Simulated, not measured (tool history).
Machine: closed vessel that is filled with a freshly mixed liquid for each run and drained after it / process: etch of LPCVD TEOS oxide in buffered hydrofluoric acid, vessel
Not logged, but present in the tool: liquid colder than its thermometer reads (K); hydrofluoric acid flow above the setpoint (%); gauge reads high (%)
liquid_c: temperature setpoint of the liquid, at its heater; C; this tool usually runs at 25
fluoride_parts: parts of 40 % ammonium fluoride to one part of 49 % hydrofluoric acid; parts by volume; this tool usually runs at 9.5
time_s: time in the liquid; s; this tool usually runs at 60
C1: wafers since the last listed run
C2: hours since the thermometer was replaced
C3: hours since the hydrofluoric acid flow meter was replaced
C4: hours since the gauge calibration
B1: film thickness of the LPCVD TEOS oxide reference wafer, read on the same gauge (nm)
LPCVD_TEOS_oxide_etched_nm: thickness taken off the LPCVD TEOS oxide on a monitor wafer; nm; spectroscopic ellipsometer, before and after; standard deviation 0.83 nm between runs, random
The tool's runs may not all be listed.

run 1 day=0 | liquid_c=25 fluoride_parts=9.5 time_s=60 | C1=0 C2=429.5 C3=1611.8 C4=238.9 | B1=70 | LPCVD_TEOS_oxide_etched_nm=110.46
run 2 day=1.221 | liquid_c=25 fluoride_parts=9.5 time_s=60 | C1=3972 C2=458.8 C3=1641.1 C4=268.2 | B1=70 | LPCVD_TEOS_oxide_etched_nm=110.03
run 3 day=2.567 | liquid_c=25 fluoride_parts=8 time_s=60 | C1=4379 C2=491.1 C3=1673.4 C4=300.5 | B1=69.99 | LPCVD_TEOS_oxide_etched_nm=129.62
run 4 day=3.321 | liquid_c=25 fluoride_parts=8 time_s=60 | C1=2454 C2=509.2 C3=1691.5 C4=318.6 | B1=69.98 | LPCVD_TEOS_oxide_etched_nm=128.39
run 5 day=4.083 | liquid_c=25 fluoride_parts=9.5 time_s=60 | C1=2481 C2=527.5 C3=1709.8 C4=336.9 | B1=69.98 | LPCVD_TEOS_oxide_etched_nm=110.93
-- day=4.512 thermometer replaced
-- day=5.079 gauge calibrated
run 6 day=5.117 | liquid_c=25 fluoride_parts=9.5 time_s=60 | C1=3226 C2=14.5 C3=1734.6 C4=0.9 | B1=70 | LPCVD_TEOS_oxide_etched_nm=108.8
-- day=5.729 hydrofluoric acid flow meter replaced
run 7 day=6.479 | liquid_c=25 fluoride_parts=9.5 time_s=60 | C1=4298 C2=47.2 C3=18 C4=33.6 | B1=70.01 | LPCVD_TEOS_oxide_etched_nm=110.97
run 8 day=6.988 | liquid_c=28.5 fluoride_parts=9.5 time_s=35 | C1=1654 C2=59.4 C3=30.2 C4=45.8 | B1=70.02 | LPCVD_TEOS_oxide_etched_nm=76.91
run 9 day=8.029 | liquid_c=25 fluoride_parts=9.5 time_s=60 | C1=3389 C2=84.4 C3=55.2 C4=70.8 | B1=69.98 | LPCVD_TEOS_oxide_etched_nm=111.59
run 10 day=8.892 | liquid_c=25 fluoride_parts=13.5 time_s=45 | C1=2806 C2=105.1 C3=75.9 C4=91.5 | B1=69.99 | LPCVD_TEOS_oxide_etched_nm=59.66
run 11 day=9.546 | liquid_c=25 fluoride_parts=13.5 time_s=45 | C1=2128 C2=120.8 C3=91.6 C4=107.2 | B1=69.99 | LPCVD_TEOS_oxide_etched_nm=59.08
run 12 day=10.204 | liquid_c=27.5 fluoride_parts=6.5 time_s=80 | C1=2142 C2=136.6 C3=107.4 C4=123 | B1=70 | LPCVD_TEOS_oxide_etched_nm=241.15
run 13 day=11.562 | liquid_c=27 fluoride_parts=8.5 time_s=60 | C1=4420 C2=169.2 C3=140 C4=155.6 | B1=69.99 | LPCVD_TEOS_oxide_etched_nm=135.47
run 14 day=12.729 | liquid_c=25 fluoride_parts=7 time_s=60 | C1=3796 C2=197.2 C3=168 C4=183.6 | B1=70 | LPCVD_TEOS_oxide_etched_nm=149.51
run 15 day=13.296 | liquid_c=22.5 fluoride_parts=9.5 time_s=30 | C1=1843 C2=210.8 C3=181.6 C4=197.2 | B1=69.99 | LPCVD_TEOS_oxide_etched_nm=48.17
run 16 day=14.038 | liquid_c=27.5 fluoride_parts=9.5 time_s=60 | C1=2413 C2=228.6 C3=199.4 C4=215 | B1=70.02 | LPCVD_TEOS_oxide_etched_nm=125.7
run 17 day=15.033 | liquid_c=30 fluoride_parts=7.5 time_s=90 | C1=3240 C2=252.5 C3=223.3 C4=238.9 | B1=69.99 | LPCVD_TEOS_oxide_etched_nm=270.62

Alternative continuations, all from the tool just after run 17; predict every row:
run A day=15.062 | liquid_c=25 fluoride_parts=9.5 time_s=40 | C1=94 C2=253.2 C3=224 C4=239.6 | B1=? | LPCVD_TEOS_oxide_etched_nm=?
run B day=15.062 | liquid_c=25 fluoride_parts=7 time_s=70 | C1=94 C2=253.2 C3=224 C4=239.6 | B1=? | LPCVD_TEOS_oxide_etched_nm=?
run C day=15.062 | liquid_c=25 fluoride_parts=9.5 time_s=45 | C1=94 C2=253.2 C3=224 C4=239.6 | B1=? | LPCVD_TEOS_oxide_etched_nm=?
run D day=15.062 | liquid_c=20.5 fluoride_parts=6 time_s=95 | C1=94 C2=253.2 C3=224 C4=239.6 | B1=? | LPCVD_TEOS_oxide_etched_nm=?
run E day=15.062 | liquid_c=29 fluoride_parts=12 time_s=80 | C1=94 C2=253.2 C3=224 C4=239.6 | B1=? | LPCVD_TEOS_oxide_etched_nm=?

run=A B1=70 LPCVD_TEOS_oxide_etched_nm=74.71
run=B B1=70 LPCVD_TEOS_oxide_etched_nm=177.52
run=C B1=70 LPCVD_TEOS_oxide_etched_nm=84.05
run=D B1=70 LPCVD_TEOS_oxide_etched_nm=215.1
run=E B1=70 LPCVD_TEOS_oxide_etched_nm=150.02
Stripped of hidden state, with their random variation kept, the same runs would have yielded:
run=A LPCVD_TEOS_oxide_etched_nm=74.71
run=B LPCVD_TEOS_oxide_etched_nm=177.52
run=C LPCVD_TEOS_oxide_etched_nm=84.05
run=D LPCVD_TEOS_oxide_etched_nm=215.1
run=E LPCVD_TEOS_oxide_etched_nm=150.02

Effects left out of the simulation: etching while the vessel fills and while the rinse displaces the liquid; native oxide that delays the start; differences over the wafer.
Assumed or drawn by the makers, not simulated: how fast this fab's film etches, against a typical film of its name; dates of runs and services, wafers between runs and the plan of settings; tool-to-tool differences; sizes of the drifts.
